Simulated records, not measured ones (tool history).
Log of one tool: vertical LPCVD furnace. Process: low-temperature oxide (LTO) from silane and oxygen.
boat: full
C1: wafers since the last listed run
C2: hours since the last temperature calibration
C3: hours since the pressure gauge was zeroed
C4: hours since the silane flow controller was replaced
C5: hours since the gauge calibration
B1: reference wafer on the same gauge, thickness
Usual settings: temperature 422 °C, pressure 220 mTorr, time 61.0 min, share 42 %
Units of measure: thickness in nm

Run 1, hour 0.0: usual settings; C1 0; C2 2637.4; C3 2363.9; C4 3521.8; C5 2263.3; B1 748.11. Result: thickness 804.26 nm.
Run 2, hour 53.2: usual settings; C1 743; C2 2690.6; C3 2417.1; C4 3575.0; C5 2316.5; B1 745.91. Result: thickness 796.83 nm.
Run 3, hour 119.5: usual settings; C1 927; C2 2756.9; C3 2483.4; C4 3641.3; C5 2382.8; B1 747.31. Result: thickness 811.02 nm.
At hour 157.1: silane flow controller replaced.
Run 4, hour 185.3: usual settings; C1 584; C2 2822.7; C3 2549.2; C4 28.2; C5 2448.6; B1 747.49. Result: thickness 794.54 nm.
Run 5, hour 209.5: usual settings but pressure 255 mTorr; C1 338; C2 2846.9; C3 2573.4; C4 52.4; C5 2472.8; B1 747.45. Result: thickness 934.90 nm.
Run 6, hour 257.3: usual settings but share 40 %; C1 668; C2 2894.7; C3 2621.2; C4 100.2; C5 2520.6; B1 747.24. Result: thickness 763.80 nm.
Run 7, hour 321.9: usual settings; C1 903; C2 2959.3; C3 2685.8; C4 164.8; C5 2585.2; B1 746.99. Result: thickness 810.54 nm.
Run 8, hour 349.6: usual settings; C1 387; C2 2987.0; C3 2713.5; C4 192.5; C5 2612.9; B1 747.88. Result: thickness 804.29 nm.
Run 9, hour 408.0: usual settings; C1 816; C2 3045.4; C3 2771.9; C4 250.9; C5 2671.3; B1 746.59. Result: thickness 800.56 nm.
Run 10, hour 454.7: usual settings; C1 652; C2 3092.1; C3 2818.6; C4 297.6; C5 2718.0; B1 747.97. Result: thickness 807.21 nm.
Run 11, hour 523.6: usual settings but temperature 427 °C, pressure 200 mTorr, time 68.5 min, share 35 %; C1 963; C2 3161.0; C3 2887.5; C4 366.5; C5 2786.9; B1 747.71. Result: thickness 705.12 nm.
Run 12, hour 557.8: usual settings but pressure 250 mTorr; C1 478; C2 3195.2; C3 2921.7; C4 400.7; C5 2821.1; B1 747.37. Result: thickness 914.02 nm.
At hour 595.0: gauge calibrated.
Run 13, hour 602.7: usual settings but temperature 433 °C, pressure 260 mTorr, time 43.0 min; C1 627; C2 3240.1; C3 2966.6; C4 445.6; C5 7.7; B1 746.53. Result: thickness 747.73 nm.
Run 14, hour 656.7: usual settings but pressure 235 mTorr; C1 755; C2 3294.1; C3 3020.6; C4 499.6; C5 61.7; B1 746.88. Result: thickness 859.38 nm.
Run 15, hour 682.8: usual settings but time 73.5 min; C1 364; C2 3320.2; C3 3046.7; C4 525.7; C5 87.8; B1 746.97. Result: thickness 969.97 nm.
At hour 733.9: pressure gauge zeroed.
Run 16, hour 742.1: usual settings; C1 493; C2 3379.5; C3 8.2; C4 585.0; C5 147.1; B1 747.84. Result: thickness 765.23 nm.
Run 17, hour 787.1: usual settings but temperature 429 °C, time 73.0 min; C1 629; C2 3424.5; C3 53.2; C4 630.0; C5 192.1; B1 746.94. Result: thickness 986.06 nm.
Run 18, hour 853.8: usual settings; C1 932; C2 3491.2; C3 119.9; C4 696.7; C5 258.8; B1 746.43. Result: thickness 764.86 nm.
Run 19, hour 878.3: usual settings; C1 342; C2 3515.7; C3 144.4; C4 721.2; C5 283.3; B1 748.34. Result: thickness 773.06 nm.
At hour 944.6: thermocouples replaced and temperature profile calibrated.
Run 20, hour 1062.8: usual settings but temperature 433 °C, pressure 250 mTorr, time 82.5 min; C1 2244; C2 118.2; C3 328.9; C4 905.7; C5 467.8; B1 747.06. Result: thickness 1334.26 nm.
Run 21, hour 1124.1: usual settings but pressure 195 mTorr; C1 857; C2 179.5; C3 390.2; C4 967.0; C5 529.1; B1 747.16. Result: thickness 695.53 nm.
Run 22, hour 1190.3: usual settings but temperature 433 °C, pressure 270 mTorr; C1 925; C2 245.7; C3 456.4; C4 1033.2; C5 595.3; B1 746.99. Result: thickness 1062.67 nm.
Run 23, hour 1259.1: usual settings; C1 961; C2 314.5; C3 525.2; C4 1102.0; C5 664.1; B1 746.80. Result: thickness 781.71 nm.
Run 24, hour 1295.7: usual settings but time 50.0 min, share 39 %; C1 511; C2 351.1; C3 561.8; C4 1138.6; C5 700.7; B1 746.17. Result: thickness 593.26 nm.
Run 25, hour 1359.0: usual settings but temperature 431 °C, time 41.5 min; C1 885; C2 414.4; C3 625.1; C4 1201.9; C5 764.0; B1 746.02. Result: thickness 587.01 nm.
Run 26, hour 1402.8: usual settings but temperature 429 °C, pressure 175 mTorr, time 72.5 min; C1 612; C2 458.2; C3 668.9; C4 1245.7; C5 807.8; B1 747.46. Result: thickness 802.57 nm.

Run 27 is up next; what results do you expect?
Run 27, hour 1435.4: usual settings; C1 455; C2 490.8; C3 701.5; C4 1278.3; C5 840.4; B1 ?. Result: thickness ?.

{"run 27": {"B1": 746.7, "thickness": 780.15}}
Take away the tool's hidden state, keep the run-to-run variation as it was, and the same run would have given thickness 759.33 nm.

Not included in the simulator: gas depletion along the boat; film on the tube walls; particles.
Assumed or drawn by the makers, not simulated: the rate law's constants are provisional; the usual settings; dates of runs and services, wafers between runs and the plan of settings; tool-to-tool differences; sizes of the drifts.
